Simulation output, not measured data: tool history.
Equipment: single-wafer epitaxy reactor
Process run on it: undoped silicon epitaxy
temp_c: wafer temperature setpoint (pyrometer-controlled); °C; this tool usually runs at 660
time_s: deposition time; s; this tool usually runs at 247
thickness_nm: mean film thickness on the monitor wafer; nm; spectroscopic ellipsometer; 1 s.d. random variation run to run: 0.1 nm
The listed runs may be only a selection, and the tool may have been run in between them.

run   hour  temp_c  time_s  read-back reference wafer on the same gauge, thickness_nm  thickness_nm
  1    0.0     663     247                                                     54.798        67.729
  2   10.2     663     247                                                     54.755        67.893
  3   24.1     660     247                                                     54.787        63.250
  4   33.9     660     247                                                     54.801        63.474
  5   50.1     651     234                                                     54.795        48.251
  6   58.3     660     247                                                     54.809        63.575
      69.8  -- gauge calibrated
  7   76.0     660     247                                                     54.831        63.714
  8   93.1     660     247                                                     54.758        63.660
  9  105.0     666     208                                                     54.797        62.056
     128.6  -- pyrometer calibrated
 10  129.1     660     247                                                     54.798        54.385
 11  129.4     674     289                                                     54.786        88.959
 12  139.7     671     279                                                     54.806        80.088
 13  153.9     670     212                                                     54.750        59.295
 14  163.3     660     283                                                     54.843        62.326
 15  169.5     660     247                                                     54.765        54.488

Alternative continuations, all from the tool just after run 15; predict every row:
  A  170.0     660     247                                                          ?             ?
  B  170.0     660     202                                                          ?             ?
  C  170.0     655     199                                                          ?             ?
  D  170.0     646     209                                                          ?             ?

run  read-back reference wafer on the same gauge, thickness_nm  thickness_nm
  A                                                     54.811        54.391
  B                                                     54.811        44.482
  C                                                     54.811        38.775
  D                                                     54.811        32.549
Without the tool's hidden state the same runs would have given:
run  thickness_nm
  A        54.617
  B        44.666
  C        38.938
  D        32.689
